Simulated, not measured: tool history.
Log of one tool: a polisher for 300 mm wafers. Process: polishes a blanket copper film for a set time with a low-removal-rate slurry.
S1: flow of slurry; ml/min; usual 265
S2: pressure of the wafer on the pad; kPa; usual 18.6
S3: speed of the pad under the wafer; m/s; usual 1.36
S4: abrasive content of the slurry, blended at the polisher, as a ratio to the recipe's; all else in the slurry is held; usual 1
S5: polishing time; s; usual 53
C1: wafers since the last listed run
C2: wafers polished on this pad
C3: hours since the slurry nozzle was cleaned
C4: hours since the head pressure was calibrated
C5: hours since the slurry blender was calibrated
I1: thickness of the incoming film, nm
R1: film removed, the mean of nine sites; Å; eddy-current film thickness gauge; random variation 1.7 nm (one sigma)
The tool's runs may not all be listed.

run 1 hour=0 | S1=265 S2=18.6 S3=1.04 S4=1 S5=53 | C1=0 C2=1619 C3=68.3 C4=75.4 C5=214.3 | I1=1406 | R1=1580
-- hour=6.2 worn pad replaced by a new one
run 2 hour=102.9 | S1=265 S2=18.6 S3=1.04 S4=1 S5=53 | C1=618 C2=604 C3=171.2 C4=178.3 C5=317.2 | I1=1422 | R1=1666
run 3 hour=162 | S1=265 S2=18.6 S3=1.04 S4=1 S5=53 | C1=369 C2=974 C3=230.3 C4=237.4 C5=376.3 | I1=1431.7 | R1=1611
-- hour=170.2 slurry blender recalibrated
-- hour=184.6 slurry nozzle cleaned
run 4 hour=224.9 | S1=205 S2=18.6 S3=1.36 S4=0.8 S5=53 | C1=374 C2=1349 C3=40.3 C4=300.3 C5=54.7 | I1=1407 | R1=1962
-- hour=238.1 worn pad replaced by a new one
run 5 hour=261 | S1=205 S2=18.6 S3=1.36 S4=0.8 S5=53 | C1=200 C2=143 C3=76.4 C4=336.4 C5=90.8 | I1=1414 | R1=2119
run 6 hour=341.3 | S1=205 S2=18.6 S3=1.36 S4=0.8 S5=53 | C1=502 C2=645 C3=156.7 C4=416.7 C5=171.1 | I1=1401.2 | R1=2060
run 7 hour=407.7 | S1=265 S2=18.6 S3=1.36 S4=1 S5=53 | C1=415 C2=1061 C3=223.1 C4=483.1 C5=237.5 | I1=1438.3 | R1=2126
-- hour=415.5 slurry nozzle cleaned
-- hour=469.8 worn pad replaced by a new one
run 8 hour=523.4 | S1=265 S2=18.6 S3=1.36 S4=1 S5=53 | C1=692 C2=335 C3=107.9 C4=598.8 C5=353.2 | I1=1419.9 | R1=2237
-- hour=536.6 head pressure recalibrated
run 9 hour=592.4 | S1=265 S2=18.6 S3=1.36 S4=1 S5=53 | C1=419 C2=754 C3=176.9 C4=55.8 C5=422.2 | I1=1410 | R1=2149
run 10 hour=633.3 | S1=265 S2=18.6 S3=1.36 S4=1 S5=53 | C1=255 C2=1010 C3=217.8 C4=96.7 C5=463.1 | I1=1435 | R1=2141
-- hour=664.5 slurry blender recalibrated
run 11 hour=689.5 | S1=265 S2=18.6 S3=1.74 S4=1 S5=53 | C1=339 C2=1349 C3=274 C4=152.9 C5=25 | I1=1451.9 | R1=2663
-- hour=708.9 slurry nozzle cleaned
-- hour=748.5 worn pad replaced by a new one
run 12 hour=758.9 | S1=265 S2=18.6 S3=1.36 S4=1 S5=53 | C1=402 C2=65 C3=50 C4=222.3 C5=94.4 | I1=1403.8 | R1=2270
run 13 hour=848.5 | S1=265 S2=18.6 S3=1.36 S4=0.7 S5=39 | C1=560 C2=625 C3=139.6 C4=311.9 C5=184 | I1=1396.2 | R1=1503
run 14 hour=899.8 | S1=195 S2=18.6 S3=1.22 S4=0.8 S5=53 | C1=321 C2=946 C3=190.9 C4=363.2 C5=235.3 | I1=1420.4 | R1=1778
-- hour=976.7 worn pad replaced by a new one
-- hour=990.4 slurry nozzle cleaned
run 15 hour=1002 | S1=265 S2=15.9 S3=1.36 S4=1 S5=53 | C1=608 C2=152 C3=11.6 C4=465.4 C5=337.5 | I1=1436.8 | R1=1935
run 16 hour=1049 | S1=210 S2=18.6 S3=1.36 S4=1 S5=36 | C1=294 C2=446 C3=58.6 C4=512.4 C5=384.5 | I1=1398.8 | R1=1457
-- hour=1057.4 slurry blender recalibrated
run 17 hour=1126.5 | S1=225 S2=18.6 S3=1.36 S4=1 S5=53 | C1=472 C2=918 C3=136.1 C4=589.9 C5=69.1 | I1=1426.7 | R1=2092
-- hour=1146.4 head pressure recalibrated
run 18 hour=1186.5 | S1=265 S2=18.6 S3=1.36 S4=1 S5=53 | C1=362 C2=1281 C3=196.1 C4=40.1 C5=129.1 | I1=1424.7 | R1=2097
-- hour=1264.6 worn pad replaced by a new one
run 19 hour=1265.1 | S1=220 S2=18.6 S3=1.64 S4=1 S5=34 | C1=466 C2=3 C3=274.7 C4=118.7 C5=207.7 | I1=1428.1 | R1=1741
-- hour=1266.9 slurry nozzle cleaned
run 20 hour=1336.4 | S1=265 S2=18.6 S3=1.36 S4=1 S5=53 | C1=439 C2=443 C3=69.5 C4=190 C5=279 | I1=1400.2 | R1=2241

5 ways to go on from here, each from the tool as it stands after run 20. What would each give?
run A hour=1336.8 | S1=220 S2=18.6 S3=1.36 S4=1 S5=53 | C1=2 C2=445 C3=69.9 C4=190.4 C5=279.4 | I1=1406.3 | R1=?
run B hour=1336.8 | S1=265 S2=18.6 S3=1.36 S4=0.8 S5=36 | C1=2 C2=445 C3=69.9 C4=190.4 C5=279.4 | I1=1406.3 | R1=?
run C hour=1336.8 | S1=265 S2=18.6 S3=1.66 S4=1 S5=53 | C1=2 C2=445 C3=69.9 C4=190.4 C5=279.4 | I1=1406.3 | R1=?
run D hour=1336.8 | S1=265 S2=18.6 S3=1.36 S4=1.1 S5=53 | C1=2 C2=445 C3=69.9 C4=190.4 C5=279.4 | I1=1406.3 | R1=?
run E hour=1336.8 | S1=290 S2=15.2 S3=1.12 S4=0.75 S5=53 | C1=2 C2=445 C3=69.9 C4=190.4 C5=279.4 | I1=1406.3 | R1=?

run=A R1=2187
run=B R1=1474
run=C R1=2729
run=D R1=2266
run=E R1=1458
Without the tool's hidden state the same runs would have given:
run=A R1=2253
run=B R1=1519
run=C R1=2811
run=D R1=2334
run=E R1=1502
